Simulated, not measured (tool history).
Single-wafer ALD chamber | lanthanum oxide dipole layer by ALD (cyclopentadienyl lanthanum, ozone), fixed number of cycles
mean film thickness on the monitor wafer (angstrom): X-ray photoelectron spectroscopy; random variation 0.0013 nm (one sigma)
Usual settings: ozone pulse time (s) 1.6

run,hour,ozone pulse time (s),wafers since the last listed run,hours since the last thermocouple change,hours since the last ozone generator service,hours since the showerhead was replaced,hours since the gauge calibration,"read-back reference wafer on the same gauge, thickness_nm",mean film thickness on the monitor wafer (angstrom)
1,0,1.84,0,2261.1,1285.5,4926.1,498.6,0.542,5.41
2,51.2,2.08,1147,2312.3,1336.7,4977.3,549.8,0.542,5.47
3,96.8,2.08,1021,2357.9,1382.3,5022.9,595.4,0.542,5.46
4,135.5,2.08,867,2396.6,1421,5061.6,634.1,0.542,5.46
5,200.6,1.6,1458,2461.7,1486.1,5126.7,699.2,0.542,5.24
6,239.2,1.33,864,2500.3,1524.7,5165.3,737.8,0.542,5.05
7,313.3,1.77,1660,2574.4,1598.8,5239.4,811.9,0.542,5.33
# hour 399.4: showerhead replaced
8,418.1,1.6,2168,2679.2,1703.6,18.7,916.7,0.542,5.2
# hour 432.1: thermocouple changed; heater temperature recalibrated
9,482.1,1.92,1254,50,1767.6,82.7,980.7,0.542,5.35
10,561.4,1.6,1776,129.3,1846.9,162,1060,0.542,5.16
# hour 574.3: gauge calibrated
11,631.2,1.6,1563,199.1,1916.7,231.8,56.9,0.542,5.12
12,677.5,1.6,1037,245.4,1963,278.1,103.2,0.542,5.09
13,725.3,0.97,1070,293.2,2010.8,325.9,151,0.542,4.31
14,795.6,1.94,1574,363.5,2081.1,396.2,221.3,0.543,5.28
# hour 834.2: ozone generator serviced
15,877.5,1.81,1655,445.4,43.3,478.1,303.2,0.542,5.43
16,963.6,1.43,1928,531.5,129.4,564.2,389.3,0.542,5.27
17,1264.5,1.05,6741,832.4,430.3,865.1,690.2,0.542,4.88

5 ways to go on from here, each from the tool as it stands after run 17. What would each give?
A,1264.9,1.6,8,832.8,430.7,865.5,690.6,?,?
B,1264.9,1.38,8,832.8,430.7,865.5,690.6,?,?
C,1264.9,2.24,8,832.8,430.7,865.5,690.6,?,?
D,1264.9,1.35,8,832.8,430.7,865.5,690.6,?,?
E,1264.9,1.17,8,832.8,430.7,865.5,690.6,?,?

run,"read-back reference wafer on the same gauge, thickness_nm",mean film thickness on the monitor wafer (angstrom)
A,0.542,5.34
B,0.542,5.21
C,0.542,5.53
D,0.542,5.19
E,0.542,5.02
Without the tool's hidden state the same runs would have given:
run,mean film thickness on the monitor wafer (angstrom)
A,5.39
B,5.27
C,5.55
D,5.25
E,5.09

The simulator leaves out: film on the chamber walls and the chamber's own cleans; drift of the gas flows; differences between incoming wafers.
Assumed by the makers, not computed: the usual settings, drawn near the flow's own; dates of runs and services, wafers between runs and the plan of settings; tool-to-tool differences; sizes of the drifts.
